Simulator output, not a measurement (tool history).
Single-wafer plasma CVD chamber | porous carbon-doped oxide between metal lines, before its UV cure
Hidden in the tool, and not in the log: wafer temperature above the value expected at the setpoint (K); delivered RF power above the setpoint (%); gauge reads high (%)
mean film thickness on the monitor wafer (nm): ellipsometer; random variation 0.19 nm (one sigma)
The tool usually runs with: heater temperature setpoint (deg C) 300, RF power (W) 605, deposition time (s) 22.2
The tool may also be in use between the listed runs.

run,hour,heater temperature setpoint (deg C),RF power (W),deposition time (s),wafers since the last listed run,hours since the last thermocouple change,hours since the last RF generator calibration,hours since the showerhead was replaced,hours since the gauge calibration,"read-back reference wafer on the same gauge, thickness_nm",mean film thickness on the monitor wafer (nm)
1,0.0,300,605,22.2,0,1657.9,896.6,8132.8,84.6,124.002,124.433
2,11.8,300,605,24.1,262,1669.7,908.4,8144.6,96.4,123.984,134.446
3,22.4,300,605,22.2,235,1680.3,919.0,8155.2,107.0,124.062,124.576
4,37.5,300,605,22.2,335,1695.4,934.1,8170.3,122.1,124.039,124.251
5,43.7,300,605,18.8,137,1701.6,940.3,8176.5,128.3,124.000,106.083
6,52.1,300,605,18.8,186,1710.0,948.7,8184.9,136.7,123.966,105.801
7,68.1,300,605,22.2,355,1726.0,964.7,8200.9,152.7,124.024,123.873
8,79.8,300,605,22.2,260,1737.7,976.4,8212.6,164.4,123.991,124.435
9,93.2,300,605,22.2,297,1751.1,989.8,8226.0,177.8,123.970,124.220
10,106.2,300,605,22.2,289,1764.1,1002.8,8239.0,190.8,124.004,124.273
# hour 118.0: thermocouple changed; heater temperature recalibrated
11,118.5,300,645,22.2,95,0.5,1015.1,8251.3,203.1,123.971,126.019
# hour 127.4: gauge calibrated
# hour 129.4: RF generator calibrated
12,129.9,300,645,22.2,75,11.9,0.5,8262.7,2.5,123.994,131.774
13,132.2,300,560,22.2,51,14.2,2.8,8265.0,4.8,123.943,118.171
14,139.3,300,560,22.2,157,21.3,9.9,8272.1,11.9,124.005,118.090
15,145.4,311,710,22.2,135,27.4,16.0,8278.2,18.0,124.041,132.551
16,156.6,288,500,20.2,249,38.6,27.2,8289.4,29.2,124.013,106.696
# hour 169.4: showerhead replaced
17,169.9,300,605,22.2,117,51.9,40.5,0.5,42.5,123.996,125.982
18,177.7,300,500,25.7,173,59.7,48.3,8.3,50.3,124.026,124.254
19,192.0,313,660,18.7,317,74.0,62.6,22.6,64.6,124.073,105.058
20,200.0,300,605,21.0,177,82.0,70.6,30.6,72.6,124.005,119.346
21,209.5,300,605,22.2,211,91.5,80.1,40.1,82.1,124.016,126.163
22,221.4,300,605,22.2,264,103.4,92.0,52.0,94.0,123.938,125.758
23,230.1,313,655,25.5,193,112.1,100.7,60.7,102.7,124.115,141.162
24,242.1,300,665,22.2,266,124.1,112.7,72.7,114.7,123.936,135.335
25,252.5,300,605,22.2,231,134.5,123.1,83.1,125.1,124.084,126.143

Run 26 comes next. What will it give?
26,263.4,309,530,19.5,242,145.4,134.0,94.0,136.0,?,?

read-back reference wafer on the same gauge, thickness_nm: 123.966
mean film thickness on the monitor wafer (nm): 94.577
Were there no unlogged condition in the tool, this run, its random variation unchanged, would have produced mean film thickness on the monitor wafer (nm) 94.456.
